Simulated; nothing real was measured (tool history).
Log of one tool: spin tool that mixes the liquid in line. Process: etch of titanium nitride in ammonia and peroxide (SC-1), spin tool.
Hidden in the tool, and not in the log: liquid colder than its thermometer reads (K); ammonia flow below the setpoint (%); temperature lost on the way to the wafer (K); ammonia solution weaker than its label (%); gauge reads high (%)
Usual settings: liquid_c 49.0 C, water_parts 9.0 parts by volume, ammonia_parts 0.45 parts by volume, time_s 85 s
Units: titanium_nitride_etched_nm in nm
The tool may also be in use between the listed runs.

| run | day | liquid_c | water_parts | ammonia_parts | time_s | wafers since the last listed run | hours since the thermometer was replaced | hours since the ammonia flow meter was replaced | hours since the heated supply line was repaired | hours since the drum of ammonia solution was connected | hours since the gauge calibration | read-back film thickness of the titanium nitride reference wafer, read on the same gauge (nm) | titanium_nitride_etched_nm |
|---|---|---|---|---|---|---|---|---|---|---|---|---|---|
| 1 | 0.000 | 49.0 | 11.0 | 0.45 | 85 | 0 | 970.8 | 2207.1 | 1645.8 | 776.5 | 133.4 | 79.99 | 6.39 |
| 2 | 0.642 | 49.0 | 11.0 | 0.45 | 85 | 132 | 986.2 | 2222.5 | 1661.2 | 791.9 | 148.8 | 80.01 | 6.39 |
| 3 | 1.054 | 49.0 | 11.0 | 0.45 | 85 | 85 | 996.1 | 2232.4 | 1671.1 | 801.8 | 158.7 | 80.00 | 6.35 |
| 4 | 1.488 | 49.0 | 9.0 | 0.45 | 85 | 89 | 1006.5 | 2242.8 | 1681.5 | 812.2 | 169.1 | 79.99 | 7.12 |
|  | 1.542 | new drum of ammonia solution connected |
| 5 | 2.017 | 49.0 | 9.0 | 0.45 | 85 | 100 | 1019.2 | 2255.5 | 1694.2 | 11.4 | 181.8 | 79.99 | 7.10 |
| 6 | 2.671 | 49.0 | 9.0 | 0.45 | 85 | 135 | 1034.9 | 2271.2 | 1709.9 | 27.1 | 197.5 | 79.95 | 7.01 |
| 7 | 2.983 | 54.0 | 9.0 | 0.45 | 85 | 64 | 1042.4 | 2278.7 | 1717.4 | 34.6 | 205.0 | 79.97 | 10.12 |
|  | 3.054 | thermometer replaced |
| 8 | 3.567 | 49.0 | 13.5 | 0.45 | 50 | 112 | 12.3 | 2292.7 | 1731.4 | 48.6 | 219.0 | 80.01 | 3.86 |
| 9 | 3.829 | 49.0 | 9.0 | 0.45 | 85 | 54 | 18.6 | 2299.0 | 1737.7 | 54.9 | 225.3 | 80.00 | 8.10 |
|  | 4.196 | heated supply line repaired |
| 10 | 4.217 | 49.0 | 9.0 | 0.60 | 85 | 71 | 27.9 | 2308.3 | 0.5 | 64.2 | 234.6 | 80.02 | 8.49 |
|  | 4.429 | ammonia flow meter replaced |
| 11 | 4.688 | 49.0 | 5.0 | 0.60 | 85 | 88 | 39.2 | 6.2 | 11.8 | 75.5 | 245.9 | 80.01 | 11.21 |
| 12 | 5.317 | 49.0 | 9.0 | 0.45 | 85 | 130 | 54.3 | 21.3 | 26.9 | 90.6 | 261.0 | 79.96 | 8.04 |
| 13 | 5.771 | 49.0 | 6.5 | 0.35 | 135 | 94 | 65.2 | 32.2 | 37.8 | 101.5 | 271.9 | 79.97 | 14.35 |
| 14 | 6.025 | 49.0 | 9.0 | 0.45 | 85 | 52 | 71.3 | 38.3 | 43.9 | 107.6 | 278.0 | 79.98 | 8.08 |
| 15 | 6.558 | 49.0 | 9.0 | 0.45 | 85 | 110 | 84.1 | 51.1 | 56.7 | 120.4 | 290.8 | 80.01 | 8.00 |
|  | 6.792 | gauge calibrated |
| 16 | 6.892 | 40.5 | 9.0 | 0.45 | 85 | 69 | 92.1 | 59.1 | 64.7 | 128.4 | 2.4 | 79.99 | 4.27 |
| 17 | 7.208 | 40.0 | 7.5 | 0.30 | 85 | 65 | 99.7 | 66.7 | 72.3 | 136.0 | 10.0 | 80.05 | 4.27 |
| 18 | 9.271 | 49.0 | 9.0 | 0.60 | 130 | 427 | 149.2 | 116.2 | 121.8 | 185.5 | 59.5 | 80.05 | 12.69 |
| 19 | 9.917 | 42.0 | 5.0 | 0.25 | 85 | 133 | 164.7 | 131.7 | 137.3 | 201.0 | 75.0 | 80.01 | 5.75 |
| 20 | 10.329 | 49.0 | 5.5 | 0.55 | 120 | 85 | 174.6 | 141.6 | 147.2 | 210.9 | 84.9 | 80.01 | 14.64 |
| 21 | 10.821 | 49.0 | 11.0 | 0.45 | 105 | 101 | 186.4 | 153.4 | 159.0 | 222.7 | 96.7 | 79.99 | 8.81 |
| 22 | 11.146 | 49.0 | 9.0 | 0.45 | 50 | 67 | 194.2 | 161.2 | 166.8 | 230.5 | 104.5 | 79.98 | 4.61 |
| 23 | 11.704 | 40.0 | 9.0 | 0.60 | 85 | 115 | 207.6 | 174.6 | 180.2 | 243.9 | 117.9 | 80.01 | 4.31 |
| 24 | 12.175 | 49.0 | 11.0 | 0.45 | 85 | 97 | 218.9 | 185.9 | 191.5 | 255.2 | 129.2 | 80.00 | 7.01 |
| 25 | 13.433 | 45.0 | 7.5 | 0.50 | 35 | 260 | 249.1 | 216.1 | 221.7 | 285.4 | 159.4 | 80.00 | 2.67 |

What the log doesn't show, run by run:
ammonia flow below the setpoint (%): 0 in every run
temperature lost on the way to the wafer (K): 0 in every run
ammonia solution weaker than its label (%): 0 in every run
gauge reads high (%): 0 in every run
H1: liquid colder than its thermometer reads (K)
| run | H1 |
|---|---|
| 1 | 2.31 |
| 2 | 2.35 |
| 3 | 2.37 |
| 4 | 2.39 |
| 5 | 2.42 |
| 6 | 2.46 |
| 7 | 2.47 |
| 8 | 0.445 |
| 9 | 0.46 |
| 10 | 0.481 |
| 11 | 0.507 |
| 12 | 0.541 |
| 13 | 0.566 |
| 14 | 0.58 |
| 15 | 0.609 |
| 16 | 0.627 |
| 17 | 0.644 |
| 18 | 0.757 |
| 19 | 0.792 |
| 20 | 0.815 |
| 21 | 0.842 |
| 22 | 0.859 |
| 23 | 0.89 |
| 24 | 0.916 |
| 25 | 0.984 |
